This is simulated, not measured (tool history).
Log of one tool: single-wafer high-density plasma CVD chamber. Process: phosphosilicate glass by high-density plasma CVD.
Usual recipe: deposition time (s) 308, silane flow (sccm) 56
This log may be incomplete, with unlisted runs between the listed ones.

run    hour  deposition time (s)  silane flow (sccm)  read-back reference wafer on the same gauge, thickness_nm  mean film thickness on the monitor wafer (angstrom)
  1     0.0                  296                  56                                                   2020.069                                             17180.60
  2    63.3                  308                  56                                                   2019.663                                             17895.35
  3   168.0                  308                  56                                                   2019.954                                             17987.49
  4   244.9                  308                  56                                                   2021.847                                             18002.48
      270.5  -- gauge calibrated
  5   329.2                  308                  64                                                   2019.333                                             20460.90
  6   396.1                  308                  64                                                   2019.828                                             20546.58
  7   474.5                  308                  56                                                   2018.850                                             18108.94
  8   531.1                  308                  56                                                   2020.581                                             18002.70
  9   604.6                  308                  56                                                   2020.380                                             17977.62
 10   710.9                  308                  51                                                   2019.200                                             16507.48
 11   805.0                  308                  51                                                   2021.578                                             16536.07
 12   910.8                  308                  51                                                   2021.862                                             16394.96
 13  1012.8                  308                  56                                                   2020.967                                             17970.74
 14  1110.9                  308                  56                                                   2019.031                                             18020.65
 15  1170.2                  308                  56                                                   2018.940                                             17967.34
 16  1262.5                  308                  56                                                   2020.405                                             18051.00
 17  1328.1                  308                  56                                                   2019.960                                             18073.84
 18  1409.8                  308                  56                                                   2020.842                                             18038.93
 19  1510.8                  273                  65                                                   2019.286                                             18584.86
 20  1564.2                  308                  56                                                   2020.333                                             18064.30
 21  1608.0                  264                  66                                                   2020.713                                             18265.55
 22  1704.9                  344                  52                                                   2019.310                                             18717.16
 23  1812.7                  308                  56                                                   2019.508                                             18126.95
 24  1916.5                  334                  59                                                   2018.584                                             20644.51
     1971.0  -- silane flow controller replaced
 25  2021.1                  268                  53                                                   2020.925                                             14006.61
     2065.2  -- gauge calibrated
 26  2123.9                  353                  67                                                   2019.187                                             23494.59
 27  2389.4                  308                  56                                                   2021.097                                             17257.74
 28  2463.2                  366                  49                                                   2020.763                                             18047.99
 29  2519.9                  278                  51                                                   2018.624                                             14298.40
 30  2626.0                  361                  61                                                   2020.515                                             22258.01
 31  2672.5                  267                  45                                                   2020.374                                             12118.16
 32  2753.7                  273                  65                                                   2018.044                                             17876.51
 33  2848.6                  252                  62                                                   2018.077                                             15800.97

5 options for the next run, each taken on its own from the tool as it stands now. Forecast them:
  A  2849.1                  308                  56                                                          ?                                                    ?
  B  2849.1                  308                  60                                                          ?                                                    ?
  C  2849.1                  331                  60                                                          ?                                                    ?
  D  2849.1                  324                  65                                                          ?                                                    ?
  E  2849.1                  308                  62                                                          ?                                                    ?

run  read-back reference wafer on the same gauge, thickness_nm  mean film thickness on the monitor wafer (angstrom)
  A                                                   2019.213                                             17469.67
  B                                                   2019.213                                             18717.50
  C                                                   2019.213                                             20115.24
  D                                                   2019.213                                             21330.66
  E                                                   2019.213                                             19341.42
With the hidden condition removed and each run's random variation left untouched, the same runs would have given:
run  mean film thickness on the monitor wafer (angstrom)
  A                                             17017.82
  B                                             18233.38
  C                                             19594.96
  D                                             20778.95
  E                                             18841.16

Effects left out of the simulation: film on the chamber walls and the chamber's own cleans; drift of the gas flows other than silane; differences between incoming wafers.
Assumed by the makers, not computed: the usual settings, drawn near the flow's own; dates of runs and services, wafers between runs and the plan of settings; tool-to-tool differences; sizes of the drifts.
